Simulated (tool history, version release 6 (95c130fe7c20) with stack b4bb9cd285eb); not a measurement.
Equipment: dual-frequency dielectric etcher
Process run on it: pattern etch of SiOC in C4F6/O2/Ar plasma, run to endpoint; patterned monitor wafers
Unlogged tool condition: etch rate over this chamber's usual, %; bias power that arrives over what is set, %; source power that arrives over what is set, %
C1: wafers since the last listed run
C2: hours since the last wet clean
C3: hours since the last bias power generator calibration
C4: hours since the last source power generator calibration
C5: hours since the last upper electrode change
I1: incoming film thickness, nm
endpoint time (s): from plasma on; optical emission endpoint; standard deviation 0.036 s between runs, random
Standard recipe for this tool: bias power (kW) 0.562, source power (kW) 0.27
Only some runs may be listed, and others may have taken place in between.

run 1 hour=0 | bias_power_(kW)=0.562 source_power_(kW)=0.31 | C1=0 C2=158.7 C3=2626 C4=3388.8 C5=3242.8 | I1=29.02 | endpoint_time_(s)=11.8
run 2 hour=28.4 | bias_power_(kW)=0.562 source_power_(kW)=0.27 | C1=347 C2=187.1 C3=2654.4 C4=3417.2 C5=3271.2 | I1=29.33 | endpoint_time_(s)=12.4
run 3 hour=46.6 | bias_power_(kW)=0.562 source_power_(kW)=0.27 | C1=222 C2=205.3 C3=2672.6 C4=3435.4 C5=3289.4 | I1=29.28 | endpoint_time_(s)=12.4
run 4 hour=79.4 | bias_power_(kW)=0.562 source_power_(kW)=0.27 | C1=401 C2=238.1 C3=2705.4 C4=3468.2 C5=3322.2 | I1=29.14 | endpoint_time_(s)=12.4
run 5 hour=112.5 | bias_power_(kW)=0.562 source_power_(kW)=0.27 | C1=405 C2=271.2 C3=2738.5 C4=3501.3 C5=3355.3 | I1=29.09 | endpoint_time_(s)=12.4
run 6 hour=144.3 | bias_power_(kW)=0.562 source_power_(kW)=0.27 | C1=389 C2=303 C3=2770.3 C4=3533.1 C5=3387.1 | I1=29.09 | endpoint_time_(s)=12.5
run 7 hour=175.8 | bias_power_(kW)=0.531 source_power_(kW)=0.24 | C1=385 C2=334.5 C3=2801.8 C4=3564.6 C5=3418.6 | I1=29.06 | endpoint_time_(s)=13.3
run 8 hour=205.7 | bias_power_(kW)=0.531 source_power_(kW)=0.24 | C1=366 C2=364.4 C3=2831.7 C4=3594.5 C5=3448.5 | I1=29.03 | endpoint_time_(s)=13.3
-- hour=240.4 wet clean of the chamber
run 9 hour=240.9 | bias_power_(kW)=0.521 source_power_(kW)=0.27 | C1=137 C2=0.5 C3=2866.9 C4=3629.7 C5=3483.7 | I1=29.41 | endpoint_time_(s)=12.9
run 10 hour=250.1 | bias_power_(kW)=0.521 source_power_(kW)=0.27 | C1=112 C2=9.7 C3=2876.1 C4=3638.9 C5=3492.9 | I1=28.93 | endpoint_time_(s)=12.7
run 11 hour=274.4 | bias_power_(kW)=0.521 source_power_(kW)=0.27 | C1=297 C2=34 C3=2900.4 C4=3663.2 C5=3517.2 | I1=28.99 | endpoint_time_(s)=12.7
-- hour=322.5 bias power generator calibrated
run 12 hour=326.4 | bias_power_(kW)=0.427 source_power_(kW)=0.24 | C1=587 C2=86 C3=3.9 C4=3715.2 C5=3569.2 | I1=29.54 | endpoint_time_(s)=15.1
-- hour=361.7 source power generator calibrated
-- hour=368.4 upper electrode replaced
run 13 hour=368.9 | bias_power_(kW)=0.689 source_power_(kW)=0.34 | C1=389 C2=128.5 C3=46.4 C4=7.2 C5=0.5 | I1=29.15 | endpoint_time_(s)=10.4
run 14 hour=371.5 | bias_power_(kW)=0.562 source_power_(kW)=0.27 | C1=31 C2=131.1 C3=49 C4=9.8 C5=3.1 | I1=29.14 | endpoint_time_(s)=12.4
run 15 hour=388.5 | bias_power_(kW)=0.516 source_power_(kW)=0.27 | C1=208 C2=148.1 C3=66 C4=26.8 C5=20.1 | I1=29.27 | endpoint_time_(s)=13
run 16 hour=417.1 | bias_power_(kW)=0.45 source_power_(kW)=0.21 | C1=350 C2=176.7 C3=94.6 C4=55.4 C5=48.7 | I1=29.6 | endpoint_time_(s)=15.4
run 17 hour=452 | bias_power_(kW)=0.562 source_power_(kW)=0.27 | C1=427 C2=211.6 C3=129.5 C4=90.3 C5=83.6 | I1=29.41 | endpoint_time_(s)=12.6
run 18 hour=470.4 | bias_power_(kW)=0.562 source_power_(kW)=0.34 | C1=225 C2=230 C3=147.9 C4=108.7 C5=102 | I1=29.31 | endpoint_time_(s)=11.8
run 19 hour=491.9 | bias_power_(kW)=0.531 source_power_(kW)=0.24 | C1=263 C2=251.5 C3=169.4 C4=130.2 C5=123.5 | I1=29.27 | endpoint_time_(s)=13.4
run 20 hour=509.7 | bias_power_(kW)=0.669 source_power_(kW)=0.23 | C1=217 C2=269.3 C3=187.2 C4=148 C5=141.3 | I1=29.36 | endpoint_time_(s)=12
run 21 hour=543.6 | bias_power_(kW)=0.531 source_power_(kW)=0.24 | C1=415 C2=303.2 C3=221.1 C4=181.9 C5=175.2 | I1=29.21 | endpoint_time_(s)=13.5
run 22 hour=565.6 | bias_power_(kW)=0.471 source_power_(kW)=0.23 | C1=269 C2=325.2 C3=243.1 C4=203.9 C5=197.2 | I1=29.18 | endpoint_time_(s)=14.6

Alternative continuations, all from the tool just after run 22; predict every row:
run A hour=566 | bias_power_(kW)=0.562 source_power_(kW)=0.27 | C1=4 C2=325.6 C3=243.5 C4=204.3 C5=197.6 | I1=29.27 | endpoint_time_(s)=?
run B hour=566 | bias_power_(kW)=0.423 source_power_(kW)=0.21 | C1=4 C2=325.6 C3=243.5 C4=204.3 C5=197.6 | I1=29.27 | endpoint_time_(s)=?
run C hour=566 | bias_power_(kW)=0.616 source_power_(kW)=0.25 | C1=4 C2=325.6 C3=243.5 C4=204.3 C5=197.6 | I1=29.27 | endpoint_time_(s)=?

run=A endpoint_time_(s)=12.7
run=B endpoint_time_(s)=16
run=C endpoint_time_(s)=12.3
Stripped of hidden state, with their random variation kept, the same runs would have yielded:
run=A endpoint_time_(s)=12.2
run=B endpoint_time_(s)=15.4
run=C endpoint_time_(s)=11.9
